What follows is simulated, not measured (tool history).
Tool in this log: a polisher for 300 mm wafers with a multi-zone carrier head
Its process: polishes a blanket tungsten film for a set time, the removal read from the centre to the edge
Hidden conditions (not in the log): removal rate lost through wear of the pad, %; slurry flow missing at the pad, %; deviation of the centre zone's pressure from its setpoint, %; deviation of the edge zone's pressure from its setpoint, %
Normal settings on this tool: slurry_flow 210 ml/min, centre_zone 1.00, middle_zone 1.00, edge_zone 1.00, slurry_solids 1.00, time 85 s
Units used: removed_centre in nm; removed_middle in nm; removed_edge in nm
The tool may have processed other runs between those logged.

run    hour  slurry_flow  centre_zone  middle_zone  edge_zone  slurry_solids  time  wafers since the last listed run  wafers polished on this pad  hours since the slurry nozzle was cleaned  hours since the centre zone pressure was calibrated  hours since the edge zone pressure was calibrated  hours since the carrier head's membrane was replaced  incoming thickness of the incoming film, nm  removed_centre  removed_middle  removed_edge
  1     0.0          160         1.04         0.94       0.96           1.00    85                                 0                          410                                      249.5                                                419.9                                              343.4                                                 662.1                                       1417.7           244.4           225.3         227.0
  2    74.0          210         0.89         1.00       1.00           0.80   109                               544                          955                                      323.5                                                493.9                                              417.4                                                 736.1                                       1377.5           257.2           291.5         286.5
  3   129.9          210         1.00         0.95       1.00           0.70    85                               411                         1366                                      379.4                                                549.8                                              473.3                                                 792.0                                       1376.8           211.8           205.2         206.2
      173.8  -- centre zone pressure recalibrated
  4   232.2          160         1.00         1.00       1.12           0.75    85                               738                         2105                                      481.7                                                 58.4                                              575.6                                                 894.3                                       1392.5           199.6           205.0         214.6
  5   312.7          210         1.00         1.03       1.00           1.00   114                               592                         2697                                      562.2                                                138.9                                              656.1                                                 974.8                                       1385.7           311.6           323.1         313.8
      376.4  -- edge zone pressure recalibrated
  6   383.3          240         1.00         1.00       1.00           1.00   103                               505                         3203                                      632.8                                                209.5                                                6.9                                                1045.4                                       1373.0           281.1           287.8         286.0
  7   446.5          245         1.00         1.00       0.94           0.75    85                               465                         3668                                      696.0                                                272.7                                               70.1                                                1108.6                                       1401.2           213.6           211.3         204.9
  8   524.9          210         1.00         1.00       1.00           1.00    85                               577                         4245                                      774.4                                                351.1                                              148.5                                                1187.0                                       1416.9           231.5           230.0         227.8
      552.6  -- slurry nozzle cleaned
  9   599.5          140         1.00         1.00       1.00           0.75    85                               541                         4787                                       46.9                                                425.7                                              223.1                                                1261.6                                       1383.5           190.0           194.8         197.6
      664.1  -- worn pad replaced by a new one
 10   667.4          150         1.00         0.96       1.10           1.00    85                               470                           24                                      114.8                                                493.6                                              291.0                                                1329.5                                       1387.1           235.2           233.0         249.2
 11   716.3          160         1.00         1.00       1.12           0.75    85                               359                          384                                      163.7                                                542.5                                              339.9                                                1378.4                                       1404.3           218.5           219.6         230.1
 12   817.5          210         1.00         1.00       1.00           1.00    85                               745                         1129                                      264.9                                                643.7                                              441.1                                                1479.6                                       1388.6           244.3           241.8         236.4
 13   868.9          210         0.89         1.00       1.00           0.80   109                               378                         1508                                      316.3                                                695.1                                              492.5                                                1531.0                                       1366.5           255.6           292.5         279.6
      879.0  -- centre zone pressure recalibrated
 14   970.9          280         1.00         1.00       1.00           1.00    85                               736                         2244                                      418.3                                                 91.9                                              594.5                                                1633.0                                       1364.9           249.0           247.7         245.1
     1014.4  -- edge zone pressure recalibrated
 15  1071.1          210         1.00         0.96       1.00           1.00    85                               722                         2967                                      518.5                                                192.1                                               56.7                                                1733.2                                       1371.9           237.3           229.2         236.1
 16  1134.0          210         1.04         1.00       0.96           1.00    85                               463                         3430                                      581.4                                                255.0                                              119.6                                                1796.1                                       1385.8           244.3           239.1         231.9
     1164.1  -- carrier head's membrane replaced by a new one
 17  1205.6          210         1.00         1.00       1.00           1.00    55                               490                         3920                                      653.0                                                326.6                                              191.2                                                  41.5                                       1387.5           150.4           152.2         149.0
     1212.0  -- worn pad replaced by a new one
 18  1242.1          210         1.05         1.00       1.00           0.80    85                               239                          221                                      689.5                                                363.1                                              227.7                                                  78.0                                       1384.7           239.7           237.4         229.3
 19  1300.7          285         1.00         1.00       1.12           1.00    85                               431                          653                                      748.1                                                421.7                                              286.3                                                 136.6                                       1401.5           248.7           255.1         265.5
 20  1374.3          210         1.00         1.00       1.03           1.00    85                               541                         1194                                      821.7                                                495.3                                              359.9                                                 210.2                                       1385.7           238.5           241.9         239.8

Below, each run's measurement less what the same run would have read without the hidden state. Both values contain the same run-to-run variation, but the gauge's scatter may not be the same in both:
run  removed_centre  removed_middle  removed_edge
  1            -9.7            -9.0          -9.1
  2           -15.8           -17.9         -17.5
  3           -15.5           -15.0         -15.2
  4           -17.8           -18.3         -19.1
  5           -30.3           -31.5         -30.6
  6           -28.8           -29.5         -29.3
  7           -22.6           -22.4         -21.7
  8           -25.2           -25.1         -24.8
  9           -21.1           -21.7         -21.9
 10            -0.4            -0.4          -0.4
 11            -4.2            -4.2          -4.4
 12           -11.2           -11.1         -10.9
 13           -14.2           -16.3         -15.6
 14           -17.4           -17.3         -17.1
 15           -18.6           -18.0         -18.6
 16           -20.1           -19.7         -19.0
 17           -12.8           -13.0         -12.7
 18            -6.7            -6.6          -6.3
 19           -11.6           -11.9         -12.4
 20           -15.5           -15.7         -15.6

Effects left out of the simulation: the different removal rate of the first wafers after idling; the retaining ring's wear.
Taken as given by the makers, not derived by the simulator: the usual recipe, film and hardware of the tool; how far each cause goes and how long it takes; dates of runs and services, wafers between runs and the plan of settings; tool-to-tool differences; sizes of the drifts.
